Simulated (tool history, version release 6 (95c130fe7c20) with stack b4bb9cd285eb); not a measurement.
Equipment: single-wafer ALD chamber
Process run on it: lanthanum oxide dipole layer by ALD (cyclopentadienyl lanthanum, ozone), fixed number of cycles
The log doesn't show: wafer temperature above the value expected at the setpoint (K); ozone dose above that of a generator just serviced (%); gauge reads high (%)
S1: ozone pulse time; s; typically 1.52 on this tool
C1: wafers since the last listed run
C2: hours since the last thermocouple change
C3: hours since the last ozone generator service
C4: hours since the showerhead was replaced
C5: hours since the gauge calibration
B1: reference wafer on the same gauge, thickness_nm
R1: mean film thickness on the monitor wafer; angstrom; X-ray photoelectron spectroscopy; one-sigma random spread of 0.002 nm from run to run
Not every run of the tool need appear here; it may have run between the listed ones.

run     day    S1    C1      C2      C3      C4      C5     B1    R1
  1   0.000  1.81     0  1203.9    62.7  6348.6  1048.4  0.577  5.59
  2   1.733  1.52   897  1245.5   104.3  6390.2  1090.0  0.577  5.54
      2.779  -- gauge calibrated
  3   4.425  1.52  1393  1310.1   168.9  6454.8    39.5  0.577  5.51
  4   7.183  1.28  1428  1376.3   235.1  6521.0   105.7  0.577  5.42
  5   9.362  1.28  1128  1428.6   287.4  6573.3   158.0  0.577  5.44
  6  11.033  1.52   865  1468.7   327.5  6613.4   198.1  0.576  5.52
  7  13.562  1.52  1309  1529.4   388.2  6674.1   258.8  0.577  5.54
  8  16.404  1.52  1471  1597.6   456.4  6742.3   327.0  0.577  5.56
  9  18.525  1.87  1098  1648.5   507.3  6793.2   377.9  0.577  5.64
 10  21.304  1.87  1438  1715.2   574.0  6859.9   444.6  0.578  5.62
     23.517  -- showerhead replaced
 11  24.183  1.87  1318  1784.3   643.1    16.0   513.7  0.578  5.62
 12  26.708  1.12  1307  1844.9   703.7    76.6   574.3  0.577  5.34
 13  29.304  1.52  1343  1907.2   766.0   138.9   636.6  0.577  5.56
 14  31.021  1.52   888  1948.4   807.2   180.1   677.8  0.577  5.55
 15  33.000  1.52  1024  1995.9   854.7   227.6   725.3  0.577  5.51
 16  35.721  1.87  1408  2061.2   920.0   292.9   790.6  0.577  5.64
 17  37.417  1.69   877  2101.9   960.7   333.6   831.3  0.578  5.58
 18  40.100  1.86  1389  2166.3  1025.1   398.0   895.7  0.577  5.63
 19  41.279  1.68   610  2194.6  1053.4   426.3   924.0  0.577  5.56
 20  42.438  1.00   599  2222.4  1081.2   454.1   951.8  0.576  5.25
 21  45.133  0.98  1395  2287.1  1145.9   518.8  1016.5  0.576  5.20
     46.912  -- ozone generator serviced
 22  47.558  1.52  1082  2345.3    15.5   577.0  1074.7  0.576  5.50
     50.150  -- thermocouple changed; heater temperature recalibrated
 23  50.171  1.04  1179     0.5    78.2   639.7  1137.4  0.578  5.28
     50.412  -- gauge calibrated
 24  51.683  0.94   783    36.8   114.5   676.0    30.5  0.577  5.17
 25  53.458  1.52   918    79.4   157.1   718.6    73.1  0.576  5.57
 26  54.967  1.52   780   115.6   193.3   754.8   109.3  0.577  5.47
 27  57.096  1.32  1102   166.7   244.4   805.9   160.4  0.577  5.44
 28  59.821  1.30  1410   232.1   309.8   871.3   225.8  0.577  5.47
 29  62.308  1.80  1287   291.8   369.5   931.0   285.5  0.577  5.61
 30  64.058  1.52   906   333.8   411.5   973.0   327.5  0.577  5.54

What differs in the tool's unlogged condition from the final listed run ahead of each entry between runs to the first listed run following it?
In the gap between runs 2 and 3: gauge calibrated (day 2.779)
  no hidden state differs between the two runs
In the gap between runs 10 and 11: showerhead replaced (day 23.517)
  no hidden state differs between the two runs
In the gap between runs 21 and 22: ozone generator serviced (day 46.912)
  no hidden state differs between the two runs
In the gap between runs 22 and 23: thermocouple changed; heater temperature recalibrated (day 50.150)
  no hidden state differs between the two runs
In the gap between runs 23 and 24: gauge calibrated (day 50.412)
  no hidden state differs between the two runs
